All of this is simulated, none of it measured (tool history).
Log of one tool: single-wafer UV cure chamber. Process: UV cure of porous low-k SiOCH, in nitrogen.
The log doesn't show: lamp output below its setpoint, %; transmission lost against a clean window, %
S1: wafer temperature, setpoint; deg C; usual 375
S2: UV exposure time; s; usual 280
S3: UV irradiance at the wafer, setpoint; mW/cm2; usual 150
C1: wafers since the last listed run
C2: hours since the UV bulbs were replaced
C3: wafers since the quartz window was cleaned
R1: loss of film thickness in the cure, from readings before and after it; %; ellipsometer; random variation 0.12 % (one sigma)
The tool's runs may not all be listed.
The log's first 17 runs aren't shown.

run,hour,S1,S2,S3,C1,C2,C3,R1
18,273,391,345,169,116,125.8,334,16.512
19,279.6,375,420,150,62,132.4,396,16.804
20,292.9,385,280,150,125,145.7,522,14.82
21,309.6,362,125,150,157,162.4,680,10.51
22,317.1,362,125,150,70,169.9,750,10.486
23,333.9,375,280,185,158,186.7,909,15.467
24,342.4,388,330,161,80,195.2,989,16.114
25,353.1,375,235,168,101,205.9,1090,14.272
26,368.4,383,280,120,144,221.2,1235,13.777
27,383.4,360,225,182,141,236.2,1376,14.244
28,396.5,375,280,150,123,249.3,1500,14.619
29,447.1,375,280,150,477,299.9,1978,14.856
30,454.6,375,435,186,70,307.4,2049,18.119

4 ways to go on from here, each from the tool as it stands after run 30. What would each give?
A,455,375,280,150,3,307.8,2053,?
B,455,358,145,139,3,307.8,2053,?
C,455,383,205,163,3,307.8,2053,?
D,455,365,370,171,3,307.8,2053,?

run,R1
A,14.485
B,10.654
C,13.527
D,16.313
Without the tool's hidden state the same runs would have given:
run,R1
A,14.485
B,10.654
C,13.527
D,16.313
